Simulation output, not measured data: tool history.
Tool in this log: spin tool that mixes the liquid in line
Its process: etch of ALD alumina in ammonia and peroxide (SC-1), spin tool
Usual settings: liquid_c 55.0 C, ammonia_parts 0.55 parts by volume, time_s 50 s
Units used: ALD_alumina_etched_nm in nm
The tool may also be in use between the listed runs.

run,day,liquid_c,ammonia_parts,time_s,"read-back film thickness of the ALD alumina reference wafer, read on the same gauge (nm)",ALD_alumina_etched_nm
1,0.000,59.0,0.55,50,120.00,5.62
2,0.367,55.0,0.55,40,120.00,3.62
3,1.092,55.0,0.55,50,119.99,4.52
4,2.288,55.0,0.55,50,119.95,4.44
5,3.017,55.0,0.55,50,119.99,4.45
6,3.283,55.0,0.55,60,119.98,5.37
7,3.550,55.0,0.55,60,120.01,5.37
8,3.933,55.0,0.75,50,120.01,4.56
9,4.675,55.0,0.75,50,120.06,4.59
10,5.333,55.0,0.75,50,120.07,4.53
# day 5.821: new drum of ammonia solution connected
11,5.921,55.0,0.55,50,119.99,4.39
# day 6.196: heated supply line repaired
12,6.538,55.0,0.55,50,119.96,5.36
13,7.746,47.0,0.40,20,119.97,1.34
14,8.150,58.0,0.75,50,119.99,6.47
# day 9.271: gauge calibrated
# day 9.454: ammonia flow meter replaced
15,10.300,55.0,0.55,60,120.02,6.45
16,11.033,55.0,0.75,25,120.02,2.75
# day 11.350: thermometer replaced
17,11.638,63.5,0.70,50,119.96,8.49
18,12.354,55.0,0.65,75,119.97,8.10
19,12.767,52.0,0.55,50,120.01,4.50
20,13.100,63.0,0.65,50,119.99,8.10
21,13.558,55.0,0.55,50,120.03,5.27
22,14.275,64.5,0.35,30,119.94,4.90

Alternative continuations, all from the tool just after run 22; predict every row:
A,14.292,47.5,0.55,50,?,?
B,14.292,52.0,0.65,35,?,?
C,14.292,50.0,0.35,75,?,?

run,"read-back film thickness of the ALD alumina reference wafer, read on the same gauge (nm)",ALD_alumina_etched_nm
A,120.01,3.51
B,120.01,3.21
C,120.01,5.81
The same runs, with their run-to-run variation unchanged, on a tool lacking any hidden condition would have given:
run,ALD_alumina_etched_nm
A,3.74
B,3.41
C,6.18
